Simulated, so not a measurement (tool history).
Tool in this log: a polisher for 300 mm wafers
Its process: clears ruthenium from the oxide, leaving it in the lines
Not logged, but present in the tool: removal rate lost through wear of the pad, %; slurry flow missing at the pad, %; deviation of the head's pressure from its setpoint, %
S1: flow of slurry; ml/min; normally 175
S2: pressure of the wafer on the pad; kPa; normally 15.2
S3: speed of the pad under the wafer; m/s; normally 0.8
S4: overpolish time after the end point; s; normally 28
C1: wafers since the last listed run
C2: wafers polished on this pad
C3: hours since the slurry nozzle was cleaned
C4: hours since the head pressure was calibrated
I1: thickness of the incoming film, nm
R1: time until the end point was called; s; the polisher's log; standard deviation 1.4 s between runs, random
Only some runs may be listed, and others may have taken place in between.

Run 1, day 0: usual settings but S1 190 ml/min, S3 0.72 m/s; C1 0; C2 440; C3 359.3; C4 669.7; I1 140. Result: R1 180.8 s.
Run 2, day 0.567: usual settings but S1 190 ml/min, S3 0.72 m/s; C1 85; C2 525; C3 372.9; C4 683.3; I1 140.2. Result: R1 180.6 s.
At day 1.871: worn pad replaced by a new one.
Run 3, day 2.408: usual settings but S1 190 ml/min, S3 0.72 m/s; C1 251; C2 80; C3 417.1; C4 727.5; I1 138.5. Result: R1 179.6 s.
Run 4, day 3.242: usual settings but S2 19.3 kPa; C1 125; C2 206; C3 437.1; C4 747.5; I1 140. Result: R1 148.6 s.
Run 5, day 5.992: usual settings; C1 413; C2 619; C3 503.1; C4 813.5; I1 139.6. Result: R1 170 s.
Run 6, day 7.167: usual settings; C1 176; C2 795; C3 531.3; C4 841.7; I1 138. Result: R1 168.8 s.
At day 7.392: worn pad replaced by a new one.
Run 7, day 7.783: usual settings; C1 67; C2 58; C3 546.1; C4 856.5; I1 139.2. Result: R1 173.3 s.
Run 8, day 9.233: usual settings; C1 217; C2 276; C3 580.9; C4 891.3; I1 141.3. Result: R1 177.7 s.
Run 9, day 10.7: usual settings; C1 220; C2 497; C3 616.1; C4 926.5; I1 140.3. Result: R1 174.1 s.
Run 10, day 11.483: usual settings; C1 117; C2 614; C3 634.9; C4 945.3; I1 138.6. Result: R1 172.2 s.
At day 11.9: head pressure recalibrated.
At day 12.167: worn pad replaced by a new one.
At day 13.567: slurry nozzle cleaned.
Run 11, day 14.754: usual settings; C1 447; C2 382; C3 28.5; C4 68.5; I1 140.3. Result: R1 158.1 s.
Run 12, day 16.179: usual settings but S2 20.7 kPa, S3 0.6 m/s; C1 214; C2 596; C3 62.7; C4 102.7; I1 137.4. Result: R1 162.7 s.
Run 13, day 17.054: usual settings but S1 210 ml/min, S2 12.4 kPa, S3 1.02 m/s; C1 131; C2 728; C3 83.7; C4 123.7; I1 140.9. Result: R1 139.2 s.
At day 17.496: worn pad replaced by a new one.
Run 14, day 17.846: usual settings; C1 93; C2 52; C3 102.7; C4 142.7; I1 141. Result: R1 161.1 s.
Run 15, day 18.4: usual settings but S1 125 ml/min, S2 11 kPa, S3 0.9 m/s; C1 83; C2 135; C3 116; C4 156; I1 138.9. Result: R1 188.9 s.
Run 16, day 19.208: usual settings but S1 125 ml/min, S2 13.1 kPa, S3 0.54 m/s, S4 34 s; C1 121; C2 257; C3 135.4; C4 175.4; I1 139.1. Result: R1 265.9 s.
Run 17, day 20.212: usual settings but S1 125 ml/min; C1 150; C2 407; C3 159.5; C4 199.5; I1 139.1. Result: R1 176.6 s.

Run 18 comes next. What will it give?
Run 18, day 21.308: usual settings but S1 205 ml/min, S3 1.04 m/s, S4 42 s; C1 164; C2 572; C3 185.8; C4 225.8; I1 138.8. Result: R1 ?.

{"run 18": {"R1": 126.3}}
Without the tool's hidden state the same run would have given R1 119.7 s.
